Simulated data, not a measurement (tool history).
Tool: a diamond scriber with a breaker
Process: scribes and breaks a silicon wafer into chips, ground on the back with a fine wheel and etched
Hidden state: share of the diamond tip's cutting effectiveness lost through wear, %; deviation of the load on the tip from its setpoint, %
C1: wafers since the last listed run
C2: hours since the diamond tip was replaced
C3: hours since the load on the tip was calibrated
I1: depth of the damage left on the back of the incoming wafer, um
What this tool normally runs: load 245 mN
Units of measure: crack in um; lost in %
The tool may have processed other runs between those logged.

run 1 hour=0.0 | load=245 | C1=0 C2=359.3 C3=606.1 | I1=0.55 | crack=7.21 lost=6.44
run 2 hour=12.6 | load=245 | C1=71 C2=371.9 C3=618.7 | I1=0.50 | crack=7.26 lost=7.05
run 3 hour=21.3 | load=245 | C1=49 C2=380.6 C3=627.4 | I1=0.48 | crack=7.10 lost=7.12
run 4 hour=34.9 | load=245 | C1=77 C2=394.2 C3=641.0 | I1=0.46 | crack=7.04 lost=8.42
run 5 hour=57.1 | load=245 | C1=126 C2=416.4 C3=663.2 | I1=0.56 | crack=7.09 lost=9.90
run 6 hour=64.9 | load=245 | C1=44 C2=424.2 C3=671.0 | I1=0.63 | crack=6.93 lost=10.67
run 7 hour=72.1 | load=245 | C1=41 C2=431.4 C3=678.2 | I1=0.61 | crack=6.93 lost=10.62
run 8 hour=87.5 | load=245 | C1=87 C2=446.8 C3=693.6 | I1=0.53 | crack=6.89 lost=12.73
run 9 hour=101.5 | load=245 | C1=79 C2=460.8 C3=707.6 | I1=0.39 | crack=6.70 lost=14.01
run 10 hour=110.4 | load=269 | C1=50 C2=469.7 C3=716.5 | I1=0.76 | crack=7.07 lost=8.38
run 11 hour=117.3 | load=269 | C1=39 C2=476.6 C3=723.4 | I1=0.59 | crack=7.06 lost=9.45
-- hour=123.1 diamond tip replaced by a new one
run 12 hour=134.7 | load=270 | C1=87 C2=11.6 C3=740.8 | I1=0.78 | crack=8.50 lost=2.86
run 13 hour=147.2 | load=182 | C1=71 C2=24.1 C3=753.3 | I1=0.33 | crack=6.87 lost=12.13
run 14 hour=161.5 | load=245 | C1=81 C2=38.4 C3=767.6 | I1=0.60 | crack=8.03 lost=2.10
-- hour=176.0 load on the tip recalibrated
run 15 hour=204.4 | load=186 | C1=233 C2=81.3 C3=28.4 | I1=0.44 | crack=6.68 lost=10.92
run 16 hour=213.8 | load=267 | C1=53 C2=90.7 C3=37.8 | I1=0.50 | crack=8.41 lost=2.38
run 17 hour=231.5 | load=173 | C1=101 C2=108.4 C3=55.5 | I1=0.72 | crack=6.51 lost=15.84
run 18 hour=241.5 | load=297 | C1=57 C2=118.4 C3=65.5 | I1=0.79 | crack=8.97 lost=4.64
run 19 hour=248.2 | load=266 | C1=38 C2=125.1 C3=72.2 | I1=0.58 | crack=8.39 lost=2.33
run 20 hour=264.8 | load=273 | C1=94 C2=141.7 C3=88.8 | I1=0.53 | crack=8.73 lost=2.25
run 21 hour=276.6 | load=204 | C1=67 C2=153.5 C3=100.6 | I1=0.36 | crack=7.15 lost=7.94
run 22 hour=283.8 | load=245 | C1=41 C2=160.7 C3=107.8 | I1=0.44 | crack=8.01 lost=2.52
run 23 hour=295.9 | load=172 | C1=69 C2=172.8 C3=119.9 | I1=0.36 | crack=6.40 lost=18.40
run 24 hour=303.1 | load=268 | C1=41 C2=180.0 C3=127.1 | I1=0.32 | crack=8.19 lost=2.29
run 25 hour=320.5 | load=213 | C1=99 C2=197.4 C3=144.5 | I1=0.69 | crack=7.33 lost=6.74

What if the next run were any one of these 5? Each begins from the tool's condition after run 25:
run A hour=321.0 | load=276 | C1=2 C2=197.9 C3=145.0 | I1=0.36 | crack=? lost=?
run B hour=321.0 | load=295 | C1=2 C2=197.9 C3=145.0 | I1=0.36 | crack=? lost=?
run C hour=321.0 | load=310 | C1=2 C2=197.9 C3=145.0 | I1=0.36 | crack=? lost=?
run D hour=321.0 | load=307 | C1=2 C2=197.9 C3=145.0 | I1=0.36 | crack=? lost=?
run E hour=321.0 | load=312 | C1=2 C2=197.9 C3=145.0 | I1=0.36 | crack=? lost=?

run=A crack=8.43 lost=2.24
run=B crack=8.77 lost=3.35
run=C crack=9.03 lost=4.76
run=D crack=8.98 lost=4.45
run=E crack=9.06 lost=4.99
What these runs would have given with no unlogged condition in the tool:
run=A crack=8.79 lost=3.44
run=B crack=9.14 lost=5.49
run=C crack=9.41 lost=7.57
run=D crack=9.36 lost=7.13
run=E crack=9.45 lost=7.88
